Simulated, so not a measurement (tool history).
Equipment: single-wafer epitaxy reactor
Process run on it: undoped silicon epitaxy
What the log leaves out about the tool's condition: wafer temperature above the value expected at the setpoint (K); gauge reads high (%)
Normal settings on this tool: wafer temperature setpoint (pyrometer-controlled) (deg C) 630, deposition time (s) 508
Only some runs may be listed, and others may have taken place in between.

run	hour	wafer temperature setpoint (pyrometer-controlled) (deg C)	deposition time (s)	wafers since the last listed run	hours since the last pyrometer calibration	hours since the gauge calibration	read-back reference wafer on the same gauge, thickness_nm	mean film thickness on the monitor wafer (angstrom)
1	0	630	508	0	960.6	221.2	68.247	593.92
2	98.7	630	487	496	1059.3	319.9	68.267	570.88
3	160.5	630	487	310	1121.1	381.7	68.272	570.57
4	212.3	630	487	260	1172.9	433.5	68.317	576.82
5	316.5	630	508	523	1277.1	537.7	68.177	596.82
6	401.3	642	508	426	1361.9	622.5	68.186	818.06
7	505.5	642	508	523	1466.1	726.7	68.271	820.04
8	567.1	642	508	309	1527.7	788.3	68.27	819.76
9	647.8	630	508	405	1608.4	869	68.182	607.6
10	717.8	630	508	351	1678.4	939	68.249	608.85
11	777.2	630	508	298	1737.8	998.4	68.275	614.02
# hour 820.3: pyrometer calibrated
12	879.9	620	453	476	59.6	1101.1	68.367	406.72
13	1154.1	620	453	1378	333.8	1375.3	68.384	401.89
14	1215.8	642	508	310	395.5	1437	68.504	803.66
# hour 1281.9: gauge calibrated
15	1302.5	623	602	435	482.2	20.6	68.279	577.37
16	1374.5	618	596	361	554.2	92.6	68.32	505.29
17	1428.8	630	508	272	608.5	146.9	68.32	589.9
18	1497.8	623	421	346	677.5	215.9	68.231	410.45
19	1547.1	636	433	247	726.8	265.2	68.504	590.51
20	1589.9	639	454	215	769.6	308	68.224	664.56
21	1674	639	598	422	853.7	392.1	68.23	879.69
22	1763.5	635	602	449	943.2	481.6	68.301	805.39
23	1841.7	630	508	393	1021.4	559.8	68.247	598.63
24	1908.5	621	417	335	1088.2	626.6	68.346	388.85
25	1955.7	623	546	237	1135.4	673.8	68.228	534.69
26	2061.5	625	422	531	1241.2	779.6	68.177	437.4

Per-run results on a tool with no hidden state, each run keeping its own random variation:
run	mean film thickness on the monitor wafer (angstrom)
1	586.25
2	561.86
3	560.44
4	565.59
5	583.01
6	797.14
7	795.72
8	793.36
9	585.27
10	584.49
11	587.71
12	403.4
13	397.96
14	795.71
15	570.73
16	498.83
17	582.06
18	404.36
19	581.44
20	653.83
21	863.78
22	788.84
23	584.85
24	378.89
25	520.25
26	424.06
